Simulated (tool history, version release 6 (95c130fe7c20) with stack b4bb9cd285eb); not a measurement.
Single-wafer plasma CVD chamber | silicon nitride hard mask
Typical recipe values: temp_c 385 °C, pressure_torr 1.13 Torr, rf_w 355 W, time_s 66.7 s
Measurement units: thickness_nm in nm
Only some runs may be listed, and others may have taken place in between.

run	hour	temp_c	pressure_torr	rf_w	time_s	read-back reference wafer on the same gauge, thickness_nm	thickness_nm
1	0	385	1.13	355	66.7	78.198	79.722
2	38.1	385	1.13	355	66.7	78.599	78.376
3	93.1	385	1.04	355	66.7	78.582	76.634
4	197.7	385	1.04	355	66.7	78.504	75.444
5	242.1	385	1.04	355	66.7	78.572	76.159
6	301.8	385	0.97	355	66.7	78.726	73.381
7	357.6	385	0.97	355	66.7	78.228	73.402
# hour 419.6: thermocouple changed; heater temperature recalibrated
# hour 447.3: RF generator calibrated
8	447.8	385	1.13	355	66.7	78.265	79.549
# hour 455: gauge calibrated
9	500.4	385	1.33	355	66.7	78.443	83.682
10	596.3	385	1.13	355	66.7	78.327	79.424
# hour 643.2: capacitance manometer re-zeroed and calibrated
# hour 663.9: showerhead replaced
11	677.5	374	1.13	355	66.7	78.328	80.124
12	741.7	371	1.13	355	66.7	78.545	80.234
13	786.9	385	1.4	355	66.7	78.251	85.653
14	891	385	1.13	330	63.1	78.546	69.982

The tool's hidden state at each run:
wafer temperature above the value expected at the setpoint (K): 0 across all the runs
true pressure above the setpoint (%): 0 across all the runs
gauge reads high (%): 0 across all the runs
H1: delivered RF power above the setpoint (%)
run	H1
1	-1.77
2	-1.96
3	-2.26
4	-2.87
5	-3.16
6	-3.56
7	-3.96
8	-1.53
9	-1.54
10	-1.6
11	-1.71
12	-1.82
13	-1.92
14	-2.2
